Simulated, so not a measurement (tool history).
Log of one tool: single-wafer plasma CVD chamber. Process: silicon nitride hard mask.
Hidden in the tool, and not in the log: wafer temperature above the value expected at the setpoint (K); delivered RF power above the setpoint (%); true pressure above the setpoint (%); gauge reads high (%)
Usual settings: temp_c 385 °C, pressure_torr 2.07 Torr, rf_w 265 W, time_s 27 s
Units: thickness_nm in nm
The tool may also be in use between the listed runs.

run    hour  temp_c  pressure_torr  rf_w  time_s  wafers since the last listed run  hours since the last thermocouple change  hours since the last RF generator calibration  hours since the last manometer calibration  hours since the showerhead was replaced  hours since the gauge calibration  read-back reference wafer on the same gauge, thickness_nm  thickness_nm
  1       0     385           2.07   265      27                                 0                                    2018.6                                         1973.4                                       857.9                                     6345                             1886.2                                                     36.694        30.099
  2    38.2     385           2.07   250      27                               814                                    2056.8                                         2011.6                                       896.1                                   6383.2                             1924.4                                                      36.68        28.721
  3    63.1     385           2.07   250      27                               530                                    2081.7                                         2036.5                                         921                                   6408.1                             1949.3                                                     36.686        28.776
  4   102.8     385           2.07   250      27                               846                                    2121.4                                         2076.2                                       960.7                                   6447.8                               1989                                                      36.69        28.757
  5   139.6     385           2.07   265      27                               784                                    2158.2                                           2113                                       997.5                                   6484.6                             2025.8                                                     36.727        30.122
  6   184.6     385           2.07   265      27                               959                                    2203.2                                           2158                                      1042.5                                   6529.6                             2070.8                                                     36.696        29.827
  7     244     385           2.07   265      27                              1266                                    2262.6                                         2217.4                                      1101.9                                     6589                             2130.2                                                     36.719        29.953
      255.2  -- capacitance manometer re-zeroed and calibrated
  8   282.3     385           2.07   265      27                               646                                    2300.9                                         2255.7                                        27.1                                   6627.3                             2168.5                                                     36.702        30.542
  9     321     385           2.07   265      27                               825                                    2339.6                                         2294.4                                        65.8                                     6666                             2207.2                                                     36.727        30.494
 10   398.7     385           2.07   265      27                              1656                                    2417.3                                         2372.1                                       143.5                                   6743.7                             2284.9                                                     36.694        30.512
 11   455.9     385           2.07   265      27                              1219                                    2474.5                                         2429.3                                       200.7                                   6800.9                             2342.1                                                     36.682        30.498
 12   519.7     385           1.57   265    24.9                              1360                                    2538.3                                         2493.1                                       264.5                                   6864.7                             2405.9                                                     36.693        26.162
 13   573.6     385            1.7   230      27                              1149                                    2592.2                                           2547                                       318.4                                   6918.6                             2459.8                                                     36.694        25.905
      617.7  -- gauge calibrated
 14   632.7     385           2.07   265      27                              1260                                    2651.3                                         2606.1                                       377.5                                   6977.7                                 15                                                     36.694        30.402
 15   662.6     374           1.65   295    30.3                               637                                    2681.2                                           2636                                       407.4                                   7007.6                               44.9                                                     36.688        34.949
 16   731.6     397           2.07   280      27                              1471                                    2750.2                                           2705                                       476.4                                   7076.6                              113.9                                                     36.709        31.527
      771.8  -- showerhead replaced
        779  -- RF generator calibrated
 17   802.7     385           2.07   265      27                              1190                                    2821.3                                           23.7                                       547.5                                     30.9                                185                                                     36.707        30.841
 18   847.6     399            2.3   215      27                               957                                    2866.2                                           68.6                                       592.4                                     75.8                              229.9                                                     36.704        26.778
 19   893.1     395           2.07   265    24.3                               970                                    2911.7                                          114.1                                       637.9                                    121.3                              275.4                                                     36.693        27.752
      919.6  -- thermocouple changed; heater temperature recalibrated
 20   949.4     390           2.37   230    25.4                              1030                                      29.8                                          170.4                                       694.2                                    177.6                              331.7                                                     36.715        26.798
 21   988.6     377           2.07   265      27                               835                                        69                                          209.6                                       733.4                                    216.8                              370.9                                                     36.713        31.029
 22    1045     385           2.07   265      27                              1202                                     125.4                                            266                                       789.8                                    273.2                              427.3                                                     36.711        30.622
 23  1258.8     385           2.07   265      27                              4559                                     339.2                                          479.8                                      1003.6                                      487                              641.1                                                     36.709        30.767
 24  1324.4     385           2.07   265      27                              1398                                     404.8                                          545.4                                      1069.2                                    552.6                              706.7                                                     36.666        30.501
     1379.1  -- capacitance manometer re-zeroed and calibrated
 25  1438.2     385           2.07   215      27                              2256                                     518.6                                          659.2                                        59.1                                    666.4                              820.5                                                     36.695        26.201
 26  1490.9     385           2.07   300      27                              1123                                     571.3                                          711.9                                       111.8                                    719.1                              873.2                                                     36.703         33.69
 27  1552.2     393           2.33   310    28.9                              1307                                     632.6                                          773.2                                       173.1                                    780.4                              934.5                                                     36.671        37.795
 28  1619.3     390           2.07   290    31.2                              1430                                     699.7                                          840.3                                       240.2                                    847.5                             1001.6                                                     36.666        37.758
 29  1689.4     371           2.28   235    22.4                              1494                                     769.8                                          910.4                                       310.3                                    917.6                             1071.7                                                     36.666        23.958

3 ways to go on from here, each from the tool as it stands after run 29. What would each give?
  A  1689.8     385           2.07   265      27                                 8                                     770.2                                          910.8                                       310.7                                      918                             1072.1                                                          ?             ?
  B  1689.8     377           2.21   280    30.8                                 8                                     770.2                                          910.8                                       310.7                                      918                             1072.1                                                          ?             ?
  C  1689.8     399           1.84   285      31                                 8                                     770.2                                          910.8                                       310.7                                      918                             1072.1                                                          ?             ?

run  read-back reference wafer on the same gauge, thickness_nm  thickness_nm
  A                                                     36.692        30.739
  B                                                     36.692        37.248
  C                                                     36.692        35.934
Without the tool's hidden state the same runs would have given:
run  thickness_nm
  A        31.123
  B        37.704
  C        36.391
